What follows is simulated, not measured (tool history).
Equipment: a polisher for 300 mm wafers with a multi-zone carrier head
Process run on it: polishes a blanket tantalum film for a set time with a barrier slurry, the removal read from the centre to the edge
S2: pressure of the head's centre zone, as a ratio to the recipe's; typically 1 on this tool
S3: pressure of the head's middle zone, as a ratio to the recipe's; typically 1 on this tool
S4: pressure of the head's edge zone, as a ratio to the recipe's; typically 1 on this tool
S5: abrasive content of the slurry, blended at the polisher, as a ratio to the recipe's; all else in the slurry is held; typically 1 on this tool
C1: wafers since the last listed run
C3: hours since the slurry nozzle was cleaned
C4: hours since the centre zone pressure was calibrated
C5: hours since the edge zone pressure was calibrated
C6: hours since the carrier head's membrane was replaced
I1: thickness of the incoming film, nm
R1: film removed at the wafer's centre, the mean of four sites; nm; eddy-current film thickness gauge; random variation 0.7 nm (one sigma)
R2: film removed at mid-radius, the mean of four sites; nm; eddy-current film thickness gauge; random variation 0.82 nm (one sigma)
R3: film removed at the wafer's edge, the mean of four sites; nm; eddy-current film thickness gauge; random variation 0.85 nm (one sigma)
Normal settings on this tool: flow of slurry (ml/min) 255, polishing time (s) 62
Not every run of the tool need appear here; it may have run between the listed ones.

run 1 hour=0 | flow_of_slurry_(ml/min)=255 S2=1 S3=1 S4=1 S5=1 polishing_time_(s)=62 | C1=0 wafers_polished_on_this_pad=3611 C3=544.4 C4=298.6 C5=217.8 C6=984.6 | I1=292.7 | R1=99.8 R2=98.5 R3=100.1
-- hour=87.1 slurry nozzle cleaned
run 2 hour=88.2 | flow_of_slurry_(ml/min)=255 S2=1 S3=1 S4=0.96 S5=1 polishing_time_(s)=62 | C1=1031 wafers_polished_on_this_pad=4642 C3=1.1 C4=386.8 C5=306 C6=1072.8 | I1=285.5 | R1=105.2 R2=104.1 R3=101.8
run 3 hour=145.3 | flow_of_slurry_(ml/min)=255 S2=1 S3=1 S4=1 S5=1 polishing_time_(s)=43 | C1=675 wafers_polished_on_this_pad=5318 C3=58.2 C4=443.9 C5=363.1 C6=1129.9 | I1=288.1 | R1=71.5 R2=71.6 R3=71.1
-- hour=197.3 worn pad replaced by a new one, of another model than before
run 4 hour=201.7 | flow_of_slurry_(ml/min)=255 S2=1 S3=1 S4=1 S5=1 polishing_time_(s)=62 | C1=619 wafers_polished_on_this_pad=52 C3=114.6 C4=500.3 C5=419.5 C6=1186.3 | I1=285.1 | R1=105.1 R2=103.6 R3=103.5
run 5 hour=255.9 | flow_of_slurry_(ml/min)=255 S2=0.96 S3=1 S4=1 S5=1 polishing_time_(s)=42 | C1=641 wafers_polished_on_this_pad=693 C3=168.8 C4=554.5 C5=473.7 C6=1240.5 | I1=290.4 | R1=68.7 R2=69.9 R3=69
run 6 hour=297.9 | flow_of_slurry_(ml/min)=340 S2=1 S3=1 S4=1.08 S5=1 polishing_time_(s)=62 | C1=496 wafers_polished_on_this_pad=1189 C3=210.8 C4=596.5 C5=515.7 C6=1282.5 | I1=290.4 | R1=107.2 R2=105.1 R3=107.6
run 7 hour=335.7 | flow_of_slurry_(ml/min)=255 S2=1 S3=1.05 S4=0.97 S5=1.15 polishing_time_(s)=73 | C1=447 wafers_polished_on_this_pad=1637 C3=248.6 C4=634.3 C5=553.5 C6=1320.3 | I1=286.8 | R1=127.6 R2=127 R3=124.5
-- hour=422.3 carrier head's membrane replaced by a new one
run 8 hour=430.8 | flow_of_slurry_(ml/min)=255 S2=1 S3=1 S4=1 S5=1 polishing_time_(s)=62 | C1=1065 wafers_polished_on_this_pad=2702 C3=343.7 C4=729.4 C5=648.6 C6=8.5 | I1=293.1 | R1=101.8 R2=101.3 R3=102.5
-- hour=448.9 edge zone pressure recalibrated
run 9 hour=524.4 | flow_of_slurry_(ml/min)=220 S2=1 S3=1 S4=1.03 S5=1 polishing_time_(s)=81 | C1=1083 wafers_polished_on_this_pad=3785 C3=437.3 C4=823 C5=75.5 C6=102.1 | I1=290.9 | R1=133.5 R2=128.6 R3=131.7
-- hour=582.6 centre zone pressure recalibrated
run 10 hour=617.5 | flow_of_slurry_(ml/min)=255 S2=1.03 S3=1 S4=1 S5=1 polishing_time_(s)=49 | C1=1077 wafers_polished_on_this_pad=4863 C3=530.4 C4=34.9 C5=168.6 C6=195.2 | I1=291.2 | R1=83.6 R2=78.3 R3=80.5
run 11 hour=721.1 | flow_of_slurry_(ml/min)=255 S2=1 S3=1 S4=1 S5=1 polishing_time_(s)=49 | C1=1225 wafers_polished_on_this_pad=6088 C3=634 C4=138.5 C5=272.2 C6=298.8 | I1=293 | R1=79.9 R2=77.5 R3=79

Run 12 comes next. What will it give?
-- hour=730.5 slurry nozzle cleaned
-- hour=751.3 worn pad replaced by a new one
run 12 hour=781.8 | flow_of_slurry_(ml/min)=200 S2=1 S3=1.05 S4=1 S5=1 polishing_time_(s)=62 | C1=658 wafers_polished_on_this_pad=360 C3=51.3 C4=199.2 C5=332.9 C6=359.5 | I1=296.5 | R1=? R2=? R3=?

R1: 100.4 nm
R2: 102.6 nm
R3: 99.8 nm
Take away the tool's hidden state, keep the run-to-run variation as it was, and the same run would have given R1 101.2 nm, R2 103.3 nm, R3 100.3 nm.
